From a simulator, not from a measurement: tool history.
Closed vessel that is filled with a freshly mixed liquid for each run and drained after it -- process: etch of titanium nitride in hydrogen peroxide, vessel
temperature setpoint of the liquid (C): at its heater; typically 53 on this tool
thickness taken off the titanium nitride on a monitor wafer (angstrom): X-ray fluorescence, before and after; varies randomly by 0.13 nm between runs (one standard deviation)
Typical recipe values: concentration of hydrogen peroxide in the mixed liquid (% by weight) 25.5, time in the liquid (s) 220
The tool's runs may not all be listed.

run    hour  temperature setpoint of the liquid (C)  concentration of hydrogen peroxide in the mixed liquid (% by weight)  time in the liquid (s)  wafers since the last listed run  hours since the thermometer was replaced  hours since the peroxide flow meter was replaced  hours since the drum of peroxide was connected  hours since the gauge calibration  read-back film thickness of the titanium nitride reference wafer, read on the same gauge (nm)  thickness taken off the titanium nitride on a monitor wafer (angstrom)
  1       0                                    59.5                                                                  25.5                     220                                 0                                     975.8                                            1088.9                                           711.5                              292.6                                                                                          90.03                                                                   363.4
  2    71.4                                      53                                                                  19.5                     220                              7389                                    1047.2                                            1160.3                                           782.9                                364                                                                                          90.01                                                                   219.8
  3   131.7                                      53                                                                  19.5                     220                              6240                                    1107.5                                            1220.6                                           843.2                              424.3                                                                                          90.01                                                                   218.5
  4   163.1                                      53                                                                  25.5                     220                              3249                                    1138.9                                              1252                                           874.6                              455.7                                                                                             90                                                                   229.3
  5   200.5                                      53                                                                  25.5                     220                              3870                                    1176.3                                            1289.4                                             912                              493.1                                                                                          89.98                                                                   231.6
  6   225.1                                      53                                                                  25.5                     220                              2545                                    1200.9                                              1314                                           936.6                              517.7                                                                                          89.97                                                                     231
        236  -- thermometer replaced
  7   259.6                                      53                                                                  25.5                     220                              3466                                      23.6                                            1348.5                                           971.1                              552.2                                                                                          89.99                                                                   230.3
  8   305.4                                      50                                                                  25.5                     190                              4739                                      69.4                                            1394.3                                          1016.9                                598                                                                                          90.01                                                                   160.4
  9   371.7                                      50                                                                  25.5                     190                              6861                                     135.7                                            1460.6                                          1083.2                              664.3                                                                                             90                                                                   161.8
 10     405                                      50                                                                  25.5                     190                              3446                                       169                                            1493.9                                          1116.5                              697.6                                                                                          89.99                                                                   161.5
 11   469.9                                      53                                                                  25.5                     290                              6716                                     233.9                                            1558.8                                          1181.4                              762.5                                                                                          90.03                                                                   307.6
 12     536                                      53                                                                  25.5                     290                              6840                                       300                                            1624.9                                          1247.5                              828.6                                                                                          90.01                                                                     303
 13   599.8                                      53                                                                  25.5                     290                              6602                                     363.8                                            1688.7                                          1311.3                              892.4                                                                                          90.01                                                                     303
 14   644.2                                      53                                                                  25.5                     220                              4595                                     408.2                                            1733.1                                          1355.7                              936.8                                                                                          89.99                                                                   232.5
 15   677.6                                    50.5                                                                  25.5                     220                              3456                                     441.6                                            1766.5                                          1389.1                              970.2                                                                                          89.99                                                                     194
 16   730.2                                      53                                                                  25.5                     220                              5443                                     494.2                                            1819.1                                          1441.7                             1022.8                                                                                             90                                                                   233.5
      762.3  -- gauge calibrated
      781.6  -- peroxide flow meter replaced
 17   782.1                                    58.5                                                                  28.5                     220                              5267                                     546.1                                               0.5                                          1493.6                               19.8                                                                                             90                                                                   347.1
 18   846.1                                      53                                                                  25.5                     145                              6623                                     610.1                                              64.5                                          1557.6                               83.8                                                                                          90.03                                                                   152.8
 19   909.2                                      53                                                                  25.5                     220                              6530                                     673.2                                             127.6                                          1620.7                              146.9                                                                                          89.99                                                                   230.1
 20   941.7                                      46                                                                    30                     220                              3363                                     705.7                                             160.1                                          1653.2                              179.4                                                                                          89.99                                                                   143.1
      956.6  -- new drum of peroxide connected
 21  1008.1                                      53                                                                    30                     135                              6768                                     772.1                                             226.5                                            51.5                              245.8                                                                                          90.03                                                                   147.6
 22  1064.5                                      53                                                                  19.5                     110                              5836                                     828.5                                             282.9                                           107.9                              302.2                                                                                          90.01                                                                   108.8
 23  1089.3                                      53                                                                    30                     220                              2566                                     853.3                                             307.7                                           132.7                                327                                                                                          90.01                                                                   239.7
 24  1146.3                                    43.5                                                                    30                     260                              5899                                     910.3                                             364.7                                           189.7                                384                                                                                          90.01                                                                   141.8
 25  1193.7                                      53                                                                  25.5                     220                              4905                                     957.7                                             412.1                                           237.1                              431.4                                                                                             90                                                                   231.8
       1231  -- thermometer replaced
 26  1372.5                                    62.5                                                                  25.5                     265                             18400                                     141.5                                             590.9                                           415.9                              610.2                                                                                          89.99                                                                     536
 27  1543.1                                    61.5                                                                  25.5                     220                             17655                                     312.1                                             761.5                                           586.5                              780.8                                                                                             90                                                                   421.6
 28  1599.2                                    59.5                                                                    22                     310                              5805                                     368.2                                             817.6                                           642.6                              836.9                                                                                          90.04                                                                   498.5

Branching from run 28: 3 alternative next runs. What would each branch give?
  A  1599.9                                      53                                                                  25.5                     155                                72                                     368.9                                             818.3                                           643.3                              837.6                                                                                              ?                                                                       ?
  B  1599.9                                    46.5                                                                  28.5                     320                                72                                     368.9                                             818.3                                           643.3                              837.6                                                                                              ?                                                                       ?
  C  1599.9                                      60                                                                  25.5                     220                                72                                     368.9                                             818.3                                           643.3                              837.6                                                                                              ?                                                                       ?

run  read-back film thickness of the titanium nitride reference wafer, read on the same gauge (nm)  thickness taken off the titanium nitride on a monitor wafer (angstrom)
  A                                                                                             90                                                                   163.2
  B                                                                                             90                                                                   215.7
  C                                                                                             90                                                                   376.6
With the hidden condition removed and each run's random variation left untouched, the same runs would have given:
run  thickness taken off the titanium nitride on a monitor wafer (angstrom)
  A                                                                   163.2
  B                                                                   215.7
  C                                                                   376.6
